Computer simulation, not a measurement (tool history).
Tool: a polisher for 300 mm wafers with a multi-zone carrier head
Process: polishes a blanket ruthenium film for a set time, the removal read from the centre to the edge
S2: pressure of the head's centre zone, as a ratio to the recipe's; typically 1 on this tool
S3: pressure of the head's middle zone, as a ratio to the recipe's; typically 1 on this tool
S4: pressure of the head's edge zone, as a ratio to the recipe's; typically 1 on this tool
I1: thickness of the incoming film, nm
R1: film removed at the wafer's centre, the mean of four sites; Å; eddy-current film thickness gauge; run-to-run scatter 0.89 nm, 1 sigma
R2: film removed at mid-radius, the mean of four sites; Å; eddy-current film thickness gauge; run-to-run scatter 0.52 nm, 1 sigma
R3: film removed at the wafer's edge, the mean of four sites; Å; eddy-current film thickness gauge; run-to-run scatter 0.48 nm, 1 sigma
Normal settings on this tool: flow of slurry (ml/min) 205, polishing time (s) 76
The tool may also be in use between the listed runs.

{"run": 1, "hour": 0.0, "flow of slurry (ml/min)": 205, "S2": 1, "S3": 1, "S4": 1, "polishing time (s)": 64, "I1": 277, "R1": 601, "R2": 606, "R3": 590}
{"run": 2, "hour": 11.7, "flow of slurry (ml/min)": 205, "S2": 1, "S3": 1, "S4": 1, "polishing time (s)": 64, "I1": 279.7, "R1": 599, "R2": 605, "R3": 580}
{"run": 3, "hour": 18.9, "flow of slurry (ml/min)": 205, "S2": 1, "S3": 1, "S4": 1.09, "polishing time (s)": 76, "I1": 284.1, "R1": 704, "R2": 719, "R3": 740}
{"run": 4, "hour": 26.3, "flow of slurry (ml/min)": 205, "S2": 1, "S3": 1, "S4": 1.09, "polishing time (s)": 76, "I1": 279.5, "R1": 706, "R2": 717, "R3": 737}
{"run": 5, "hour": 43.6, "flow of slurry (ml/min)": 205, "S2": 0.88, "S3": 1, "S4": 1.08, "polishing time (s)": 76, "I1": 279.9, "R1": 621, "R2": 710, "R3": 727}
{"run": 6, "hour": 58.8, "flow of slurry (ml/min)": 205, "S2": 1, "S3": 1.11, "S4": 1, "polishing time (s)": 76, "I1": 281.8, "R1": 708, "R2": 771, "R3": 690}
{"run": 7, "hour": 72.6, "flow of slurry (ml/min)": 205, "S2": 1.04, "S3": 0.96, "S4": 1, "polishing time (s)": 60, "I1": 283, "R1": 587, "R2": 553, "R3": 554}
{"run": 8, "hour": 86.2, "flow of slurry (ml/min)": 265, "S2": 1.1, "S3": 1, "S4": 1, "polishing time (s)": 76, "I1": 279.9, "R1": 783, "R2": 740, "R3": 708}
{"run": 9, "hour": 98.8, "flow of slurry (ml/min)": 180, "S2": 1, "S3": 1, "S4": 1, "polishing time (s)": 76, "I1": 279.8, "R1": 684, "R2": 709, "R3": 698}
{"run": 10, "hour": 107.6, "flow of slurry (ml/min)": 205, "S2": 0.95, "S3": 1, "S4": 1, "polishing time (s)": 76, "I1": 280.1, "R1": 697, "R2": 710, "R3": 692}
{"run": 11, "hour": 117.7, "flow of slurry (ml/min)": 205, "S2": 1, "S3": 1, "S4": 0.93, "polishing time (s)": 76, "I1": 278.6, "R1": 710, "R2": 720, "R3": 677}
{"run": 12, "hour": 126.0, "flow of slurry (ml/min)": 205, "S2": 1, "S3": 1, "S4": 1, "polishing time (s)": 76, "I1": 283.1, "R1": 711, "R2": 705, "R3": 701}
{"run": 13, "hour": 132.6, "flow of slurry (ml/min)": 205, "S2": 1, "S3": 1, "S4": 1, "polishing time (s)": 76, "I1": 282.2, "R1": 710, "R2": 714, "R3": 695}
{"run": 14, "hour": 139.3, "flow of slurry (ml/min)": 205, "S2": 0.96, "S3": 1.06, "S4": 1, "polishing time (s)": 76, "I1": 284.7, "R1": 694, "R2": 747, "R3": 705}
{"run": 15, "hour": 154.5, "flow of slurry (ml/min)": 205, "S2": 1.11, "S3": 1, "S4": 1, "polishing time (s)": 76, "I1": 278.3, "R1": 793, "R2": 712, "R3": 707}
{"run": 16, "hour": 171.5, "flow of slurry (ml/min)": 205, "S2": 1, "S3": 1.09, "S4": 1.09, "polishing time (s)": 76, "I1": 286.3, "R1": 705, "R2": 751, "R3": 721}
{"run": 17, "hour": 177.7, "flow of slurry (ml/min)": 205, "S2": 0.91, "S3": 1, "S4": 1, "polishing time (s)": 63, "I1": 281.9, "R1": 537, "R2": 588, "R3": 578}
{"run": 18, "hour": 201.5, "flow of slurry (ml/min)": 205, "S2": 0.95, "S3": 1, "S4": 1, "polishing time (s)": 76, "I1": 280, "R1": 675, "R2": 718, "R3": 698}
{"run": 19, "hour": 215.7, "flow of slurry (ml/min)": 205, "S2": 0.91, "S3": 1, "S4": 1, "polishing time (s)": 95, "I1": 276.2, "R1": 791, "R2": 891, "R3": 870}
{"run": 20, "hour": 233.1, "flow of slurry (ml/min)": 170, "S2": 1.03, "S3": 1.1, "S4": 1, "polishing time (s)": 59, "I1": 284, "R1": 549, "R2": 584, "R3": 538}
{"run": 21, "hour": 240.3, "flow of slurry (ml/min)": 205, "S2": 1, "S3": 1, "S4": 1, "polishing time (s)": 76, "I1": 280.8, "R1": 708, "R2": 710, "R3": 699}
{"run": 22, "hour": 248.3, "flow of slurry (ml/min)": 165, "S2": 1, "S3": 1.1, "S4": 1, "polishing time (s)": 97, "I1": 282.5, "R1": 890, "R2": 953, "R3": 878}
{"run": 23, "hour": 261.3, "flow of slurry (ml/min)": 205, "S2": 0.96, "S3": 1, "S4": 1.04, "polishing time (s)": 76, "I1": 280.2, "R1": 681, "R2": 714, "R3": 717}
{"run": 24, "hour": 269.4, "flow of slurry (ml/min)": 205, "S2": 1, "S3": 1.11, "S4": 1, "polishing time (s)": 76, "I1": 282.5, "R1": 724, "R2": 774, "R3": 688}

Not shown here: 3 entries made in the log between runs. Locate each between two listed runs and compare the hidden state at the listed run before it with the hidden state at the listed run after it:
Run 4 -> run 5: edge zone pressure recalibrated (hour 28.4)
  both runs share identical hidden conditions
Run 10 -> run 11: worn pad replaced by a new one (hour 117.2)
  both runs share identical hidden conditions
Run 21 -> run 22: worn pad replaced by a new one (hour 245.6)
  both runs share identical hidden conditions

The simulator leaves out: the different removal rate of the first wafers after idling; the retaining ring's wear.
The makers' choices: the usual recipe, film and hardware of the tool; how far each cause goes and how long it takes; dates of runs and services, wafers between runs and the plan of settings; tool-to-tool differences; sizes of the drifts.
